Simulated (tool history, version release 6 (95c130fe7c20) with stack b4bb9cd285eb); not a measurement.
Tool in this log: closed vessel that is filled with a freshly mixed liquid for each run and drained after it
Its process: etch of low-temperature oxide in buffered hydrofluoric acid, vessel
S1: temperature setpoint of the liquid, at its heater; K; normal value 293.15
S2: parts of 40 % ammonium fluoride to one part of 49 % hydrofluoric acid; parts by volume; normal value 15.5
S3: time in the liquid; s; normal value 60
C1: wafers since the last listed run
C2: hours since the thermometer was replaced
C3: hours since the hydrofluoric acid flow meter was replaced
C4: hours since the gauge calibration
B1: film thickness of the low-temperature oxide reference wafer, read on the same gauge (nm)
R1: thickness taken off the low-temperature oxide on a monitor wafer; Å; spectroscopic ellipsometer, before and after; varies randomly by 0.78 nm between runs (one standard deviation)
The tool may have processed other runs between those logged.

| run | hour | S1 | S2 | S3 | C1 | C2 | C3 | C4 | B1 | R1 |
|---|---|---|---|---|---|---|---|---|---|---|
| 1 | 0 | 293.15 | 17.5 | 60 | 0 | 1045.7 | 2023.8 | 56.8 | 119.97 | 1007.4 |
| 2 | 16.3 | 293.15 | 17.5 | 60 | 1706 | 1062 | 2040.1 | 73.1 | 120.01 | 998.8 |
| 3 | 28.9 | 293.15 | 17.5 | 60 | 1318 | 1074.6 | 2052.7 | 85.7 | 119.97 | 999.2 |
| 4 | 40.2 | 295.15 | 15.5 | 50 | 1182 | 1085.9 | 2064 | 97 | 119.98 | 1046.4 |
|  | 53.7 | gauge calibrated |
| 5 | 55 | 295.15 | 15.5 | 50 | 1549 | 1100.7 | 2078.8 | 1.3 | 120.01 | 1054.6 |
| 6 | 72.5 | 295.15 | 15.5 | 50 | 1831 | 1118.2 | 2096.3 | 18.8 | 120.01 | 1057.7 |
|  | 78.9 | hydrofluoric acid flow meter replaced |
| 7 | 86 | 293.15 | 15.5 | 60 | 1308 | 1131.7 | 7.1 | 32.3 | 120 | 1122.5 |
| 8 | 101.4 | 293.15 | 15.5 | 60 | 1611 | 1147.1 | 22.5 | 47.7 | 120.01 | 1124.4 |
| 9 | 110.5 | 296.65 | 19.5 | 30 | 952 | 1156.2 | 31.6 | 56.8 | 120 | 538.5 |
| 10 | 128.4 | 295.15 | 10.5 | 30 | 1873 | 1174.1 | 49.5 | 74.7 | 120.01 | 924.7 |
|  | 140.1 | thermometer replaced |
|  | 144.1 | gauge calibrated |
| 11 | 145.8 | 293.15 | 17.5 | 60 | 1716 | 5.7 | 66.9 | 1.7 | 120.02 | 1010.7 |
| 12 | 159.8 | 293.15 | 10.5 | 50 | 1465 | 19.7 | 80.9 | 15.7 | 119.95 | 1387.1 |
| 13 | 176.2 | 293.15 | 15.5 | 60 | 1716 | 36.1 | 97.3 | 32.1 | 120.03 | 1136.7 |
| 14 | 187.4 | 296.65 | 10.5 | 60 | 1172 | 47.3 | 108.5 | 43.3 | 119.98 | 1981.7 |
| 15 | 194.4 | 290.15 | 14 | 75 | 732 | 54.3 | 115.5 | 50.3 | 119.97 | 1306.5 |
| 16 | 200.8 | 294.65 | 13.5 | 60 | 669 | 60.7 | 121.9 | 56.7 | 119.95 | 1403.9 |

Each row is a separate what-if for the run after 16, all from the same tool condition, not one after another. Results?
| A | 201.5 | 293.15 | 15.5 | 60 | 73 | 61.4 | 122.6 | 57.4 | ? | ? |
| B | 201.5 | 293.15 | 15.5 | 90 | 73 | 61.4 | 122.6 | 57.4 | ? | ? |
| C | 201.5 | 297.65 | 13.5 | 30 | 73 | 61.4 | 122.6 | 57.4 | ? | ? |
| D | 201.5 | 293.15 | 11.5 | 70 | 73 | 61.4 | 122.6 | 57.4 | ? | ? |

| run | B1 | R1 |
|---|---|---|
| A | 120.02 | 1125.6 |
| B | 120.02 | 1688.4 |
| C | 120.02 | 826.5 |
| D | 120.02 | 1760 |
The same runs, with their run-to-run variation unchanged, on a tool lacking any hidden condition would have given:
| run | R1 |
|---|---|
| A | 1125.6 |
| B | 1688.4 |
| C | 826.5 |
| D | 1760 |
